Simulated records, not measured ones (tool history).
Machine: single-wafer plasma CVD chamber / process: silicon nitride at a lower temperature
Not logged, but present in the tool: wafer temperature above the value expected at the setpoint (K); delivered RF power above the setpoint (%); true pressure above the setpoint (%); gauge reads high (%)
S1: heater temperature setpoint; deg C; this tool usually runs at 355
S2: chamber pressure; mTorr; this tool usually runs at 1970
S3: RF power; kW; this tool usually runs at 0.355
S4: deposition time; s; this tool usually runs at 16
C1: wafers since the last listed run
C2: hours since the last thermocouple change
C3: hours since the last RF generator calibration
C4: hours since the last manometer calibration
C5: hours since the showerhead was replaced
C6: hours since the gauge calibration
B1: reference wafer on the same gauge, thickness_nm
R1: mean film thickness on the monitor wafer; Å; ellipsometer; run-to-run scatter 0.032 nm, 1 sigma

{"run": 1, "hour": 0.0, "S1": 355, "S2": 1580, "S3": 0.315, "S4": 16, "C1": 0, "C2": 2151.1, "C3": 1623.9, "C4": 2434.2, "C5": 6756.9, "C6": 96.6, "B1": 23.291, "R1": 188.34}
{"run": 2, "hour": 14.3, "S1": 355, "S2": 1970, "S3": 0.355, "S4": 18.4, "C1": 566, "C2": 2165.4, "C3": 1638.2, "C4": 2448.5, "C5": 6771.2, "C6": 110.9, "B1": 23.306, "R1": 239.57}
{"run": 3, "hour": 32.6, "S1": 361, "S2": 1970, "S3": 0.355, "S4": 13.5, "C1": 725, "C2": 2183.7, "C3": 1656.5, "C4": 2466.8, "C5": 6789.5, "C6": 129.2, "B1": 23.298, "R1": 175.42}
{"run": 4, "hour": 45.2, "S1": 355, "S2": 1970, "S3": 0.355, "S4": 16, "C1": 499, "C2": 2196.3, "C3": 1669.1, "C4": 2479.4, "C5": 6802.1, "C6": 141.8, "B1": 23.286, "R1": 208.08}
{"run": 5, "hour": 61.3, "S1": 355, "S2": 1970, "S3": 0.355, "S4": 16, "C1": 638, "C2": 2212.4, "C3": 1685.2, "C4": 2495.5, "C5": 6818.2, "C6": 157.9, "B1": 23.302, "R1": 207.6}
{"run": 6, "hour": 80.3, "S1": 355, "S2": 1970, "S3": 0.355, "S4": 16, "C1": 753, "C2": 2231.4, "C3": 1704.2, "C4": 2514.5, "C5": 6837.2, "C6": 176.9, "B1": 23.306, "R1": 207.59}
{"run": 7, "hour": 104.0, "S1": 355, "S2": 1970, "S3": 0.355, "S4": 16, "C1": 939, "C2": 2255.1, "C3": 1727.9, "C4": 2538.2, "C5": 6860.9, "C6": 200.6, "B1": 23.297, "R1": 207.2}
{"run": 8, "hour": 126.0, "S1": 355, "S2": 1970, "S3": 0.355, "S4": 16, "C1": 872, "C2": 2277.1, "C3": 1749.9, "C4": 2560.2, "C5": 6882.9, "C6": 222.6, "B1": 23.299, "R1": 206.78}
{"run": 9, "hour": 157.8, "S1": 355, "S2": 1970, "S3": 0.355, "S4": 16, "C1": 1260, "C2": 2308.9, "C3": 1781.7, "C4": 2592, "C5": 6914.7, "C6": 254.4, "B1": 23.303, "R1": 207.72}
{"run": 10, "hour": 176.4, "S1": 355, "S2": 1970, "S3": 0.355, "S4": 16, "C1": 737, "C2": 2327.5, "C3": 1800.3, "C4": 2610.6, "C5": 6933.3, "C6": 273, "B1": 23.292, "R1": 207.7}
{"run": 11, "hour": 194.9, "S1": 355, "S2": 1970, "S3": 0.355, "S4": 16, "C1": 733, "C2": 2346, "C3": 1818.8, "C4": 2629.1, "C5": 6951.8, "C6": 291.5, "B1": 23.306, "R1": 206.69}
{"hour": 212.1, "done": "gauge calibrated"}
{"hour": 215.8, "done": "capacitance manometer re-zeroed and calibrated"}
{"run": 12, "hour": 229.1, "S1": 355, "S2": 1970, "S3": 0.355, "S4": 16, "C1": 1038, "C2": 2380.2, "C3": 1853, "C4": 13.3, "C5": 6986, "C6": 17, "B1": 23.307, "R1": 206.95}
{"run": 13, "hour": 243.2, "S1": 355, "S2": 1970, "S3": 0.355, "S4": 16, "C1": 559, "C2": 2394.3, "C3": 1867.1, "C4": 27.4, "C5": 7000.1, "C6": 31.1, "B1": 23.31, "R1": 207.72}
{"run": 14, "hour": 285.0, "S1": 369, "S2": 1970, "S3": 0.38, "S4": 16, "C1": 1657, "C2": 2436.1, "C3": 1908.9, "C4": 69.2, "C5": 7041.9, "C6": 72.9, "B1": 23.308, "R1": 213.39}
{"run": 15, "hour": 310.7, "S1": 355, "S2": 2180, "S3": 0.355, "S4": 16, "C1": 1018, "C2": 2461.8, "C3": 1934.6, "C4": 94.9, "C5": 7067.6, "C6": 98.6, "B1": 23.303, "R1": 210.35}
{"hour": 348.2, "done": "showerhead replaced"}
{"run": 16, "hour": 348.7, "S1": 351, "S2": 1970, "S3": 0.355, "S4": 18.6, "C1": 1189, "C2": 2499.8, "C3": 1972.6, "C4": 132.9, "C5": 0.5, "C6": 136.6, "B1": 23.295, "R1": 240.68}
{"run": 17, "hour": 374.9, "S1": 344, "S2": 1970, "S3": 0.355, "S4": 17, "C1": 1038, "C2": 2526, "C3": 1998.8, "C4": 159.1, "C5": 26.7, "C6": 162.8, "B1": 23.289, "R1": 220.47}
{"run": 18, "hour": 409.5, "S1": 355, "S2": 2120, "S3": 0.355, "S4": 16, "C1": 1371, "C2": 2560.6, "C3": 2033.4, "C4": 193.7, "C5": 61.3, "C6": 197.4, "B1": 23.295, "R1": 208.99}
{"hour": 421.9, "done": "thermocouple changed; heater temperature recalibrated"}
{"hour": 435.1, "done": "RF generator calibrated"}
{"run": 19, "hour": 439.9, "S1": 355, "S2": 2190, "S3": 0.355, "S4": 16, "C1": 570, "C2": 18, "C3": 4.8, "C4": 224.1, "C5": 91.7, "C6": 227.8, "B1": 23.304, "R1": 216.86}
{"run": 20, "hour": 458.2, "S1": 355, "S2": 1970, "S3": 0.355, "S4": 13.7, "C1": 725, "C2": 36.3, "C3": 23.1, "C4": 242.4, "C5": 110, "C6": 246.1, "B1": 23.307, "R1": 182.3}
{"run": 21, "hour": 486.2, "S1": 355, "S2": 1970, "S3": 0.355, "S4": 16, "C1": 1110, "C2": 64.3, "C3": 51.1, "C4": 270.4, "C5": 138, "C6": 274.1, "B1": 23.306, "R1": 212.79}
{"run": 22, "hour": 514.3, "S1": 369, "S2": 1970, "S3": 0.38, "S4": 16, "C1": 1114, "C2": 92.4, "C3": 79.2, "C4": 298.5, "C5": 166.1, "C6": 302.2, "B1": 23.308, "R1": 218.59}
{"run": 23, "hour": 531.5, "S1": 355, "S2": 1970, "S3": 0.355, "S4": 16, "C1": 681, "C2": 109.6, "C3": 96.4, "C4": 315.7, "C5": 183.3, "C6": 319.4, "B1": 23.29, "R1": 211.88}
{"run": 24, "hour": 564.2, "S1": 369, "S2": 1780, "S3": 0.385, "S4": 16, "C1": 1296, "C2": 142.3, "C3": 129.1, "C4": 348.4, "C5": 216, "C6": 352.1, "B1": 23.294, "R1": 215.62}

Hidden state at the last listed run before each entry between runs and at the first one after, where it differs:
Between runs 11 and 12: gauge calibrated (hour 212.1); capacitance manometer re-zeroed and calibrated (hour 215.8)
  delivered RF power above the setpoint (%): -6.81 -> -6.94
  what was measured, less what the result would be without the hidden state, R1: -6.9 -> -7.05 Å
Between runs 15 and 16: showerhead replaced (hour 348.2)
  delivered RF power above the setpoint (%): -7.23 -> -7.37
  what was measured, less what the result would be without the hidden state, R1: -7.48 -> -8.73 Å
Between runs 18 and 19: thermocouple changed; heater temperature recalibrated (hour 421.9); RF generator calibrated (hour 435.1)
  delivered RF power above the setpoint (%): -7.59 -> -1.41
  what was measured, less what the result would be without the hidden state, R1: -7.81 -> -1.45 Å
